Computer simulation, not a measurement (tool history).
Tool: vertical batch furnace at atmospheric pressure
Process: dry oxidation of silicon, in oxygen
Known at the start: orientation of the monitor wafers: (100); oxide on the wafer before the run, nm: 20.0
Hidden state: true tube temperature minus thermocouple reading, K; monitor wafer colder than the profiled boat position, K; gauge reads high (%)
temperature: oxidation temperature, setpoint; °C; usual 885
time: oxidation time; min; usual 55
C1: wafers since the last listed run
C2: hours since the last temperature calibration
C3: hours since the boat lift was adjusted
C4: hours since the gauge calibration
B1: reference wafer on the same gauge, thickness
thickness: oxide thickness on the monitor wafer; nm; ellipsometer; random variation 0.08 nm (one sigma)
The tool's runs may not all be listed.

Run 1, hour 0: usual settings; C1 0; C2 1099.5; C3 1563.2; C4 803; B1 23.11. Result: thickness 27.47 nm.
Run 2, hour 42.6: usual settings; C1 704; C2 1142.1; C3 1605.8; C4 845.6; B1 23.08. Result: thickness 27.46 nm.
Run 3, hour 72.7: usual settings; C1 498; C2 1172.2; C3 1635.9; C4 875.7; B1 23.09. Result: thickness 27.54 nm.
Run 4, hour 98.2: usual settings; C1 421; C2 1197.7; C3 1661.4; C4 901.2; B1 23.1. Result: thickness 27.57 nm.
Run 5, hour 161.9: usual settings; C1 1054; C2 1261.4; C3 1725.1; C4 964.9; B1 23.09. Result: thickness 27.7 nm.
Run 6, hour 207.3: usual settings; C1 751; C2 1306.8; C3 1770.5; C4 1010.3; B1 23.09. Result: thickness 27.51 nm.
Run 7, hour 278.5: usual settings; C1 1178; C2 1378; C3 1841.7; C4 1081.5; B1 23.12. Result: thickness 27.61 nm.
Run 8, hour 313: usual settings but time 44.5 min; C1 570; C2 1412.5; C3 1876.2; C4 1116; B1 23.11. Result: thickness 26.16 nm.
Run 9, hour 380.9: usual settings but time 44.5 min; C1 1123; C2 1480.4; C3 1944.1; C4 1183.9; B1 23.11. Result: thickness 26.13 nm.
At hour 437.2: thermocouples replaced and temperature profile calibrated.
Run 10, hour 437.7: usual settings; C1 542; C2 0.5; C3 2000.9; C4 1240.7; B1 23.1. Result: thickness 27.87 nm.
At hour 456: gauge calibrated.
Run 11, hour 473.3: usual settings; C1 589; C2 36.1; C3 2036.5; C4 17.3; B1 23.09. Result: thickness 27.96 nm.
Run 12, hour 528.2: usual settings; C1 908; C2 91; C3 2091.4; C4 72.2; B1 23.11. Result: thickness 27.83 nm.
Run 13, hour 576.1: usual settings but temperature 900 °C, time 45 min; C1 792; C2 138.9; C3 2139.3; C4 120.1; B1 23.11. Result: thickness 28.32 nm.
Run 14, hour 624.1: usual settings; C1 794; C2 186.9; C3 2187.3; C4 168.1; B1 23.1. Result: thickness 27.9 nm.
At hour 662.3: thermocouples replaced and temperature profile calibrated, repeated, since the last time left the tool worse.
Run 15, hour 690.8: usual settings but temperature 860 °C, time 69.5 min; C1 706; C2 28.5; C3 2254; C4 234.8; B1 23.1. Result: thickness 26.11 nm.
At hour 724.1: boat lift adjusted.
Run 16, hour 724.6: usual settings but temperature 860 °C; C1 162; C2 62.3; C3 0.5; C4 268.6; B1 23.12. Result: thickness 24.83 nm.
Run 17, hour 778.2: usual settings but temperature 860 °C; C1 886; C2 115.9; C3 54.1; C4 322.2; B1 23.09. Result: thickness 24.71 nm.
Run 18, hour 839.3: usual settings but temperature 872 °C, time 39.5 min; C1 1011; C2 177; C3 115.2; C4 383.3; B1 23.11. Result: thickness 24.18 nm.
Run 19, hour 891.8: usual settings but temperature 907 °C, time 30.5 min; C1 868; C2 229.5; C3 167.7; C4 435.8; B1 23.11. Result: thickness 25.77 nm.
Run 20, hour 955: usual settings but temperature 865 °C; C1 1045; C2 292.7; C3 230.9; C4 499; B1 23.14. Result: thickness 25.33 nm.
Run 21, hour 992.7: usual settings; C1 623; C2 330.4; C3 268.6; C4 536.7; B1 23.07. Result: thickness 27.39 nm.
Run 22, hour 1046.5: usual settings; C1 890; C2 384.2; C3 322.4; C4 590.5; B1 23.09. Result: thickness 27.34 nm.
Run 23, hour 1098.4: usual settings but time 42.5 min; C1 858; C2 436.1; C3 374.3; C4 642.4; B1 23.1. Result: thickness 25.78 nm.
Run 24, hour 1134.5: usual settings; C1 597; C2 472.2; C3 410.4; C4 678.5; B1 23.1. Result: thickness 27.33 nm.

5 ways to go on from here, each from the tool as it stands after run 24. What would each give?
Run A, hour 1139: usual settings; C1 74; C2 476.7; C3 414.9; C4 683; B1 ?. Result: thickness ?.
Run B, hour 1139: usual settings but temperature 893 °C, time 69.5 min; C1 74; C2 476.7; C3 414.9; C4 683; B1 ?. Result: thickness ?.
Run C, hour 1139: usual settings but temperature 908 °C, time 63 min; C1 74; C2 476.7; C3 414.9; C4 683; B1 ?. Result: thickness ?.
Run D, hour 1139: usual settings but temperature 872 °C, time 71 min; C1 74; C2 476.7; C3 414.9; C4 683; B1 ?. Result: thickness ?.
Run E, hour 1139: usual settings but temperature 900 °C, time 39.5 min; C1 74; C2 476.7; C3 414.9; C4 683; B1 ?. Result: thickness ?.

run     B1  thickness
  A  23.11      27.36
  B  23.11      30.49
  C  23.11      31.93
  D  23.11      27.72
  E  23.11      26.68
Without the tool's hidden state the same runs would have given:
run  thickness
  A       27.2
  B      30.27
  C      31.69
  D      27.54
  E      26.53
